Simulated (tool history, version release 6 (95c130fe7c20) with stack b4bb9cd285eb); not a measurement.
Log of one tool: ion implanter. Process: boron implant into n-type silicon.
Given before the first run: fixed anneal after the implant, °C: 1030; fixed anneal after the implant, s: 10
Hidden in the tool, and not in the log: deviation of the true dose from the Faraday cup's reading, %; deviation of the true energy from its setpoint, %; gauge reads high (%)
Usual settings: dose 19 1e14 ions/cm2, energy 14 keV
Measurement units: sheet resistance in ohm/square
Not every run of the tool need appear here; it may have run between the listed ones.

run,hour,dose,energy,wafers since the last listed run,hours since the last dose calibration,hours since the extraction supply was calibrated,hours since the gauge calibration,"read-back reference wafer on the same gauge, sheet resistance",sheet resistance
1,0,19,11.5,0,1224.9,2337.9,158.3,69.78,83.8
2,26.8,19,11.5,332,1251.7,2364.7,185.1,69.92,83.88
3,55.1,22.05,14,351,1280,2393,213.4,69.73,72.4
4,67.5,22.05,14,153,1292.4,2405.4,225.8,69.96,73.12
5,87.6,19,14,249,1312.5,2425.5,245.9,69.86,77
6,112.5,19,14,309,1337.4,2450.4,270.8,69.98,77.54
7,130.9,19,14,228,1355.8,2468.8,289.2,70.19,77.02
8,144.9,22.87,10.5,173,1369.8,2482.8,303.2,70.27,83.68
9,159.8,22.87,10.5,185,1384.7,2497.7,318.1,70.28,84.54
10,182.7,20.23,14,284,1407.6,2520.6,341,70.25,75.96
11,213.2,20.23,14,378,1438.1,2551.1,371.5,70.37,75.13
12,242.7,20.23,14,366,1467.6,2580.6,401,70.5,75.79
13,270.8,19,17,348,1495.7,2608.7,429.1,70.71,72.9
14,293.8,19,17,285,1518.7,2631.7,452.1,70.79,72.14
15,328.2,19,14,427,1553.1,2666.1,486.5,71.08,78.81
16,355.4,19,14,337,1580.3,2693.3,513.7,71.11,77.95
# hour 369.6: gauge calibrated
17,387.5,19,14,398,1612.4,2725.4,17.9,69.63,76.49
18,401.9,19,14,178,1626.8,2739.8,32.3,69.39,76.21
19,429.5,24.18,12.5,342,1654.4,2767.4,59.9,69.58,74.23
20,457.9,16.15,10,352,1682.8,2795.8,88.3,69.48,93.62
# hour 485.4: extraction supply calibrated
21,485.9,23.55,16.5,248,1710.8,0.5,116.3,69.71,65.65
22,517.5,19,14,392,1742.4,32.1,147.9,69.45,76.9
# hour 528.5: Faraday cup replaced and dose calibrated
23,529.7,14.97,15.5,52,1.2,44.3,160.1,69.74,83.98
24,558.1,19,14,352,29.6,72.7,188.5,69.8,77.45
25,591.5,19,15.5,414,63,106.1,221.9,69.97,73.76
26,676.2,23.67,19,1051,147.7,190.8,306.6,70.19,62.37
27,706.3,19,14,373,177.8,220.9,336.7,70.09,77.52
28,736,23.55,16.5,368,207.5,250.6,366.4,70.31,66.29
29,754.9,14.12,14,234,226.4,269.5,385.3,70.23,90.27
30,779.8,19,14,309,251.3,294.4,410.2,70.71,76.9
31,795.4,19,18,193,266.9,310,425.8,70.62,70.41
32,810.7,17.43,17,189,282.2,325.3,441.1,70.57,75.77
33,824.9,19,14,176,296.4,339.5,455.3,70.54,77.82
34,846.5,22.05,18.5,268,318,361.1,476.9,70.94,65.25
# hour 852.8: gauge calibrated
35,875.5,19,16,360,347,390.1,22.7,69.63,72.79

How the hidden state differs across the entries between the runs, from the last listed run before each to the first after it:
Runs 16 to 17: gauge calibrated (hour 369.6)
  gauge reads high (%): 2.17 -> -0.0704
  measured value less the no-hidden-state value, sheet resistance: +1.66 -> -0.06 ohm/square
Runs 20 to 21: extraction supply calibrated (hour 485.4)
  gauge reads high (%): -0.0103 -> 0.0358
  measured value less the no-hidden-state value, sheet resistance: -0.01 -> +0.03 ohm/square
Runs 22 to 23: Faraday cup replaced and dose calibrated (hour 528.5)
  gauge reads high (%): 0.103 -> 0.133
  measured value less the no-hidden-state value, sheet resistance: +0.08 -> +0.12 ohm/square
Runs 34 to 35: gauge calibrated (hour 852.8)
  gauge reads high (%): 1.76 -> 0.0857
  measured value less the no-hidden-state value, sheet resistance: +1.13 -> +0.06 ohm/square
